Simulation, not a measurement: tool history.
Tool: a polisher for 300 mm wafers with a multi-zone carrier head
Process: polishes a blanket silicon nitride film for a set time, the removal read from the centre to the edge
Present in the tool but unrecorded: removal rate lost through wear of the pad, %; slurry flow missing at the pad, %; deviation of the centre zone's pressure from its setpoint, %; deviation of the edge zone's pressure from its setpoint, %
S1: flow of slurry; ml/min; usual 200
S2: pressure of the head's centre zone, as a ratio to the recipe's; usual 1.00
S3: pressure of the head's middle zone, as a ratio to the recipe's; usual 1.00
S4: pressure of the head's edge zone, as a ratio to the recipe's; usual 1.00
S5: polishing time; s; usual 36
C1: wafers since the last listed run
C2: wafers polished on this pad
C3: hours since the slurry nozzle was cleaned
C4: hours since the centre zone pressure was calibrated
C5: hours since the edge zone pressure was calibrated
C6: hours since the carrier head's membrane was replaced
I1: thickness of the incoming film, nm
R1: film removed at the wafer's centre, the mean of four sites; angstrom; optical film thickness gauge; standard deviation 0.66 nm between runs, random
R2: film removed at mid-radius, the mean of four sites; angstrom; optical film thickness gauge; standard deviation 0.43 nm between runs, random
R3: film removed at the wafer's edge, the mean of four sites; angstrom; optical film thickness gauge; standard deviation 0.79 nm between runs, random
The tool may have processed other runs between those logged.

run     day   S1    S2    S3    S4  S5    C1    C2     C3     C4      C5      C6     I1   R1   R2   R3
  1   0.000  200  1.00  1.00  1.00  36     0    19  448.4  707.5   574.9  1058.7  360.4  566  601  596
      0.725  -- slurry nozzle cleaned
      2.446  -- centre zone pressure recalibrated
  2   2.788  200  1.00  1.00  1.00  36   991  1010   49.5    8.2   641.8  1125.6  361.7  546  598  603
  3   5.325  200  1.00  1.00  1.00  40   944  1955  110.4   69.1   702.7  1186.5  355.6  587  663  669
  4   9.246  200  1.00  1.00  1.00  36  1459  3414  204.5  163.2   796.8  1280.6  355.6  522  596  593
  5  12.733  200  1.00  1.00  1.00  36  1298  4713  288.2  246.9   880.5  1364.3  362.0  521  602  599
     13.771  -- carrier head's membrane replaced by a new one
     15.658  -- centre zone pressure recalibrated, repeated, since the last time left the tool worse
  6  17.217  200  1.00  1.00  1.00  36  1560  6273  395.8   37.4   988.1    82.7  363.6  605  588  609
  7  20.375  200  1.00  0.91  1.00  36  1175  7449  471.6  113.2  1063.9   158.5  354.9  583  552  597
     22.004  -- worn pad replaced by a new one
     22.596  -- slurry nozzle cleaned
  8  27.242  245  1.00  1.00  1.00  36  2478  1933  111.5  278.0  1228.7   323.3  353.2  589  616  613
     28.746  -- edge zone pressure recalibrated
  9  31.679  200  1.05  1.00  1.00  43  1620  3554  218.0  384.5    70.4   429.8  360.1  724  713  712
 10  33.358  200  1.00  1.00  1.00  25   625  4179  258.3  424.8   110.7   470.1  366.4  396  416  421
 11  35.117  150  0.93  0.89  1.05  36   654  4834  300.5  467.0   152.9   512.3  353.2  504  516  595
 12  37.671  175  0.90  1.05  1.00  31   950  5785  361.8  528.3   214.2   573.6  358.1  436  530  506
 13  41.558  180  1.00  0.90  1.06  26  1447  7232  455.1  621.6   307.5   666.9  367.9  409  390  444
     42.992  -- worn pad replaced by a new one
     43.442  -- slurry nozzle cleaned
 14  44.808  200  1.05  1.00  0.89  36  1132   660   32.8  699.6   385.5   744.9  357.7  597  600  558
     45.354  -- centre zone pressure recalibrated
 15  46.412  200  1.00  1.00  1.10  36   566  1226   71.3   25.4   424.0   783.4  364.0  596  604  634
 16  49.621  230  1.04  1.10  1.00  36  1194  2420  148.3  102.4   501.0   860.4  357.1  631  662  606
 17  52.571  200  1.00  1.00  1.00  36  1098  3518  219.1  173.2   571.8   931.2  354.5  574  597  596
 18  55.217  200  1.07  1.00  1.00  45   984  4503  282.6  236.7   635.3   994.7  358.7  753  748  745
 19  58.762  265  1.00  0.97  1.04  30  1319  5823  367.7  321.8   720.4  1079.8  364.3  483  498  521
 20  61.029  200  1.00  1.06  1.00  36   843  6667  422.1  376.2   774.8  1134.2  357.9  581  625  607
 21  63.092  200  1.00  1.00  1.00  36   767  7434  471.6  425.7   824.3  1183.7  357.7  557  598  593
     64.754  -- slurry nozzle cleaned
     65.012  -- worn pad replaced by a new one
 22  67.592  200  1.00  1.00  1.00  36  1597   959   68.1  533.7   932.3  1291.7  361.7  560  598  604

Below, each run's measurement less what the same run would have read without the hidden state. Both values contain the same run-to-run variation, but the gauge's scatter may not be the same in both:
run   R1
  1  -36
  2  -65
  3  -81
  4  -86
  5  -92
  6   -4
  7  -14
  8  -29
  9  -42
 10  -23
 11  -32
 12  -29
 13  -28
 14  -41
 15  -10
 16  -23
 17  -29
 18  -45
 19  -33
 20  -43
 21  -42
 22  -45
R2: differs from the measured result by no more than 1 angstrom in any run.
R3 difference: zero, run after run.
